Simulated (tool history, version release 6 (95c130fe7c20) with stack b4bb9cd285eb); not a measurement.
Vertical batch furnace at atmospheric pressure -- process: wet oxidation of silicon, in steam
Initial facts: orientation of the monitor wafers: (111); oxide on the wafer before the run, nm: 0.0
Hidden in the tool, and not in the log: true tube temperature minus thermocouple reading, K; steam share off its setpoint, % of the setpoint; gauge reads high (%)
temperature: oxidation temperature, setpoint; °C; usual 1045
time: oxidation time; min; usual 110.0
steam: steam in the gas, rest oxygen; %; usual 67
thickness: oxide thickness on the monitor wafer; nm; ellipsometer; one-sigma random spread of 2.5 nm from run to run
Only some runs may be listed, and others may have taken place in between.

run    hour  temperature   time  steam  wafers since the last listed run  hours since the last temperature calibration  hours since the steam generator was serviced  hours since the gauge calibration  read-back reference wafer on the same gauge, thickness  thickness
  1     0.0         1045  110.0     67                                 0                                        1897.5                                        2007.3                             1684.8                                                  787.71     672.67
  2    62.1         1045  110.0     67                               905                                        1959.6                                        2069.4                             1746.9                                                  788.91     666.39
  3   139.0         1045  110.0     67                              1121                                        2036.5                                        2146.3                             1823.8                                                  788.66     672.16
  4   219.5         1045  110.0     67                              1173                                        2117.0                                        2226.8                             1904.3                                                  788.96     667.31
  5   266.7         1045  110.0     67                               688                                        2164.2                                        2274.0                             1951.5                                                  788.28     668.24
  6   334.4         1058  110.0     67                               987                                        2231.9                                        2341.7                             2019.2                                                  788.17     708.21
  7   389.2         1045  110.0     67                               799                                        2286.7                                        2396.5                             2074.0                                                  787.76     673.02
  8   496.3         1045  110.0     67                              1561                                        2393.8                                        2503.6                             2181.1                                                  788.65     670.46
  9   535.1         1045  110.0     67                               565                                        2432.6                                        2542.4                             2219.9                                                  786.78     668.05
 10   620.1         1053  110.0     67                              1239                                        2517.6                                        2627.4                             2304.9                                                  788.29     691.93
 11   711.2         1053  110.0     67                              1328                                        2608.7                                        2718.5                             2396.0                                                  788.72     690.53
 12   769.9         1053  110.0     67                               855                                        2667.4                                        2777.2                             2454.7                                                  789.12     692.23
 13   813.1         1045  110.0     67                               629                                        2710.6                                        2820.4                             2497.9                                                  787.85     672.29
 14   855.4         1045  110.0     67                               616                                        2752.9                                        2862.7                             2540.2                                                  787.45     669.24
 15   957.0         1045  110.0     67                              1481                                        2854.5                                        2964.3                             2641.8                                                  788.63     672.04
 16  1039.5         1045  110.0     67                              1202                                        2937.0                                        3046.8                             2724.3                                                  788.84     670.02
 17  1146.8         1045  110.0     56                              1564                                        3044.3                                        3154.1                             2831.6                                                  788.84     610.06
 18  1183.8         1045  110.0     67                               539                                        3081.3                                        3191.1                             2868.6                                                  788.20     667.78
     1267.7  -- gauge calibrated
     1297.5  -- thermocouples replaced and temperature profile calibrated
     1382.9  -- steam generator serviced
 19  1489.4         1033  110.0     67                              3756                                         191.9                                         106.5                              221.7                                                  788.82     654.71
 20  1533.0         1026   63.5     73                               635                                         235.5                                         150.1                              265.3                                                  787.83     485.60
 21  1595.0         1021  110.0     67                               904                                         297.5                                         212.1                              327.3                                                  788.13     619.80
 22  1685.6         1053  110.0     67                              1321                                         388.1                                         302.7                              417.9                                                  787.72     710.64
 23  1785.1         1053  110.0     77                              1450                                         487.6                                         402.2                              517.4                                                  788.27     768.95
 24  1858.1         1064  152.0     56                              1064                                         560.6                                         475.2                              590.4                                                  788.27     798.79
 25  2087.4         1056  110.0     67                              3343                                         789.9                                         704.5                              819.7                                                  787.39     718.70
 26  2144.7         1023  110.0     67                               835                                         847.2                                         761.8                              877.0                                                  786.98     622.13
 27  2234.8         1045  110.0     67                              1313                                         937.3                                         851.9                              967.1                                                  787.95     677.94
 28  2294.1         1045  110.0     67                               864                                         996.6                                         911.2                             1026.4                                                  788.67     681.08
 29  2344.0         1068  110.0     78                               727                                        1046.5                                         961.1                             1076.3                                                  788.41     808.08
 30  2418.7         1020   95.0     67                              1089                                        1121.2                                        1035.8                             1151.0                                                  787.74     563.32
 31  2490.8         1045  110.0     67                              1051                                        1193.3                                        1107.9                             1223.1                                                  788.41     680.12
 32  2540.1         1061   81.5     64                               718                                        1242.6                                        1157.2                             1272.4                                                  788.89     593.22
 33  2646.4         1020  150.0     67                              1550                                        1348.9                                        1263.5                             1378.7                                                  786.43     730.25

A few steps of thickness between consecutive runs. Split each: what settings, incoming material and random variation would produce without the hidden state, and what is left over for the hidden state, along with gauge scatter present in only one of the two compared results (measured, and without hidden state):
Run 18 -> 19: temperature 1045 -> 1033, gauge calibrated, thermocouples replaced and temperature profile calibrated, steam generator serviced. thickness -13.07 nm: hidden state +22.86, all else -35.93.
Run 19 -> 20: temperature 1033 -> 1026, time 110.0 -> 63.5, steam 67 -> 73. thickness -169.11 nm: hidden state +0.01, all else -169.12.
Run 29 -> 30: temperature 1068 -> 1020, time 110.0 -> 95.0, steam 78 -> 67. thickness -244.76 nm: hidden state +4.73, all else -249.49.
Run 30 -> 31: temperature 1020 -> 1045, time 95.0 -> 110.0. thickness +116.80 nm: hidden state -3.23, all else +120.03.
Run 32 -> 33: temperature 1061 -> 1020, time 81.5 -> 150.0, steam 64 -> 67. thickness +137.03 nm: hidden state -2.93, all else +139.96.

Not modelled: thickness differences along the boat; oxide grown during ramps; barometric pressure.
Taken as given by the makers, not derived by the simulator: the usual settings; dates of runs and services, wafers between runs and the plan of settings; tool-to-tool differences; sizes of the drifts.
